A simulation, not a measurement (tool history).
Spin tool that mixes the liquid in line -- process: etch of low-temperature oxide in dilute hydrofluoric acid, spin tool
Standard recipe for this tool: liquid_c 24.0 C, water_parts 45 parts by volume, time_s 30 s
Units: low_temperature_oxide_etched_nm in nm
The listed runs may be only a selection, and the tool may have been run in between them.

| run | hour | liquid_c | water_parts | time_s | wafers since the last listed run | hours since the thermometer was replaced | hours since the hydrofluoric acid flow meter was replaced | hours since the gauge calibration | read-back film thickness of the low-temperature oxide reference wafer, read on the same gauge (nm) | low_temperature_oxide_etched_nm |
|---|---|---|---|---|---|---|---|---|---|---|
| 1 | 0.0 | 24.0 | 45 | 30 | 0 | 674.3 | 1414.5 | 55.1 | 30.01 | 22.10 |
| 2 | 53.7 | 24.0 | 45 | 30 | 636 | 728.0 | 1468.2 | 108.8 | 30.00 | 22.19 |
| 3 | 85.7 | 24.0 | 45 | 30 | 379 | 760.0 | 1500.2 | 140.8 | 29.97 | 22.30 |
| 4 | 113.3 | 24.0 | 45 | 30 | 327 | 787.6 | 1527.8 | 168.4 | 29.97 | 22.30 |
| 5 | 154.4 | 24.0 | 45 | 30 | 487 | 828.7 | 1568.9 | 209.5 | 30.01 | 22.35 |
| 6 | 203.5 | 24.0 | 45 | 30 | 581 | 877.8 | 1618.0 | 258.6 | 30.03 | 22.47 |
| 7 | 272.8 | 24.0 | 45 | 30 | 821 | 947.1 | 1687.3 | 327.9 | 30.02 | 22.41 |
| 8 | 316.6 | 24.0 | 45 | 30 | 519 | 990.9 | 1731.1 | 371.7 | 30.02 | 22.70 |
|  | 331.0 | thermometer replaced |
| 9 | 462.5 | 24.0 | 45 | 30 | 1717 | 131.5 | 1877.0 | 517.6 | 30.01 | 22.07 |
| 10 | 520.2 | 19.5 | 55 | 15 | 683 | 189.2 | 1934.7 | 575.3 | 30.03 | 7.43 |
| 11 | 573.8 | 24.0 | 45 | 30 | 635 | 242.8 | 1988.3 | 628.9 | 30.01 | 22.24 |
|  | 598.8 | hydrofluoric acid flow meter replaced |
| 12 | 635.4 | 22.5 | 50 | 20 | 718 | 304.4 | 36.6 | 690.5 | 30.00 | 11.66 |
| 13 | 661.3 | 24.0 | 35 | 35 | 306 | 330.3 | 62.5 | 716.4 | 30.01 | 31.50 |
|  | 669.6 | gauge calibrated |
| 14 | 718.8 | 24.0 | 45 | 30 | 681 | 387.8 | 120.0 | 49.2 | 30.01 | 20.85 |
| 15 | 778.5 | 20.0 | 30 | 40 | 707 | 447.5 | 179.7 | 108.9 | 30.00 | 35.82 |
| 16 | 830.5 | 24.0 | 45 | 15 | 616 | 499.5 | 231.7 | 160.9 | 29.99 | 10.54 |
| 17 | 861.0 | 22.5 | 35 | 35 | 361 | 530.0 | 262.2 | 191.4 | 29.99 | 30.06 |
| 18 | 899.9 | 26.5 | 45 | 20 | 461 | 568.9 | 301.1 | 230.3 | 30.02 | 15.59 |

3 ways to go on from here, each from the tool as it stands after run 18. What would each give?
| A | 900.3 | 24.0 | 45 | 30 | 4 | 569.3 | 301.5 | 230.7 | ? | ? |
| B | 900.3 | 24.0 | 35 | 25 | 4 | 569.3 | 301.5 | 230.7 | ? | ? |
| C | 900.3 | 26.0 | 45 | 30 | 4 | 569.3 | 301.5 | 230.7 | ? | ? |

| run | read-back film thickness of the low-temperature oxide reference wafer, read on the same gauge (nm) | low_temperature_oxide_etched_nm |
|---|---|---|
| A | 29.97 | 21.13 |
| B | 29.97 | 22.94 |
| C | 29.97 | 22.92 |
With the hidden condition removed and each run's random variation left untouched, the same runs would have given:
| run | low_temperature_oxide_etched_nm |
|---|---|
| A | 20.28 |
| B | 22.02 |
| C | 22.02 |
